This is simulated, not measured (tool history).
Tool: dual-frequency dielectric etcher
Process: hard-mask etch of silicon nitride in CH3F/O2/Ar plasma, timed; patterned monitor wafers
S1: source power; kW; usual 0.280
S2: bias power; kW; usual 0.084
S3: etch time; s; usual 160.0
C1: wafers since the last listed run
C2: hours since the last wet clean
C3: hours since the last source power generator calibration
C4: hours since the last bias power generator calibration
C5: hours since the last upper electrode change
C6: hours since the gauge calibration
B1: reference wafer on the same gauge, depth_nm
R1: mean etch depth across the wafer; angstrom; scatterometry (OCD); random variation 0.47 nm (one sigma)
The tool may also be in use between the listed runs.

run    hour     S1     S2     S3    C1     C2      C3      C4      C5      C6    B1    R1
  1     0.0  0.300  0.084  160.0     0  491.7  1170.8  1920.8  2853.0  1977.3  98.0  1046
  2    64.3  0.300  0.084  160.0   454  556.0  1235.1  1985.1  2917.3  2041.6  98.0  1043
      175.2  -- wet clean of the chamber
  3   175.7  0.280  0.084  160.0   617    0.5  1346.5  2096.5  3028.7  2153.0  98.0  1025
  4   263.6  0.280  0.084  160.0   620   88.4  1434.4  2184.4  3116.6  2240.9  98.0  1038
  5   318.3  0.280  0.084  160.0   386  143.1  1489.1  2239.1  3171.3  2295.6  97.9  1026
  6   382.1  0.310  0.084  183.5   450  206.9  1552.9  2302.9  3235.1  2359.4  98.0  1208
  7   474.5  0.310  0.084  183.5   652  299.3  1645.3  2395.3  3327.5  2451.8  98.0  1201
  8   540.6  0.280  0.084  160.0   466  365.4  1711.4  2461.4  3393.6  2517.9  97.9  1030
  9   601.0  0.280  0.084  160.0   426  425.8  1771.8  2521.8  3454.0  2578.3  98.1  1025
      605.4  -- source power generator calibrated
 10   669.7  0.280  0.084  160.0   456  494.5    64.3  2590.5  3522.7  2647.0  98.0  1033
 11   724.2  0.220  0.096  117.0   384  549.0   118.8  2645.0  3577.2  2701.5  98.0   756
 12   816.3  0.280  0.084  160.0   650  641.1   210.9  2737.1  3669.3  2793.6  98.0  1027
 13   884.1  0.250  0.094  200.5   478  708.9   278.7  2804.9  3737.1  2861.4  98.0  1326
      911.3  -- wet clean of the chamber
 14   950.5  0.250  0.103  143.0   299   39.2   345.1  2871.3  3803.5  2927.8  97.9   976
 15  1051.0  0.320  0.094  126.5   709  139.7   445.6  2971.8  3904.0  3028.3  97.9   876
 16  1101.7  0.280  0.084  160.0   357  190.4   496.3  3022.5  3954.7  3079.0  98.1  1025
 17  1265.0  0.310  0.084  121.5  1153  353.7   659.6  3185.8  4118.0  3242.3  98.1   797
     1270.0  -- gauge calibrated
 18  1313.5  0.340  0.084  135.0   342  402.2   708.1  3234.3  4166.5    43.5  98.1   913
     1480.6  -- bias power generator calibrated
     1509.2  -- upper electrode replaced
     1516.4  -- wet clean of the chamber
 19  1516.9  0.280  0.084  117.0  1187    0.5   911.5    36.3     7.7   246.9  98.0   753
 20  1592.3  0.220  0.072  187.5   532   75.9   986.9   111.7    83.1   322.3  97.8  1069
 21  1634.1  0.280  0.084  139.0   295  117.7  1028.7   153.5   124.9   364.1  98.1   897
 22  1713.2  0.280  0.084  133.0   558  196.8  1107.8   232.6   204.0   443.2  98.0   850
 23  1819.0  0.280  0.084  123.0   747  302.6  1213.6   338.4   309.8   549.0  98.1   786
 24  1907.5  0.230  0.084  194.5   624  391.1  1302.1   426.9   398.3   637.5  98.1  1198
 25  1951.3  0.280  0.064  204.0   309  434.9  1345.9   470.7   442.1   681.3  98.1  1171
 26  2038.0  0.280  0.084  160.0   612  521.6  1432.6   557.4   528.8   768.0  98.1  1034
     2121.8  -- wet clean of the chamber
     2194.6  -- source power generator calibrated
 27  2294.6  0.280  0.084  160.0  1614  172.8   100.0   814.0   785.4  1024.6  98.0  1028
 28  2336.3  0.280  0.063  203.5   294  214.5   141.7   855.7   827.1  1066.3  97.9  1163
 29  2389.1  0.350  0.068  129.0   372  267.3   194.5   908.5   879.9  1119.1  97.9   798

Hidden state at the last listed run before each entry between runs and at the first one after, where it differs:
Between runs 2 and 3: wet clean of the chamber (hour 175.2)
  no hidden state differs between the two runs
Between runs 9 and 10: source power generator calibrated (hour 605.4)
  no hidden state differs between the two runs
Between runs 13 and 14: wet clean of the chamber (hour 911.3)
  no hidden state differs between the two runs
Between runs 17 and 18: gauge calibrated (hour 1270.0)
  no hidden state differs between the two runs
Between runs 18 and 19: bias power generator calibrated (hour 1480.6); upper electrode replaced (hour 1509.2); wet clean of the chamber (hour 1516.4)
  no hidden state differs between the two runs
Between runs 26 and 27: wet clean of the chamber (hour 2121.8); source power generator calibrated (hour 2194.6)
  no hidden state differs between the two runs

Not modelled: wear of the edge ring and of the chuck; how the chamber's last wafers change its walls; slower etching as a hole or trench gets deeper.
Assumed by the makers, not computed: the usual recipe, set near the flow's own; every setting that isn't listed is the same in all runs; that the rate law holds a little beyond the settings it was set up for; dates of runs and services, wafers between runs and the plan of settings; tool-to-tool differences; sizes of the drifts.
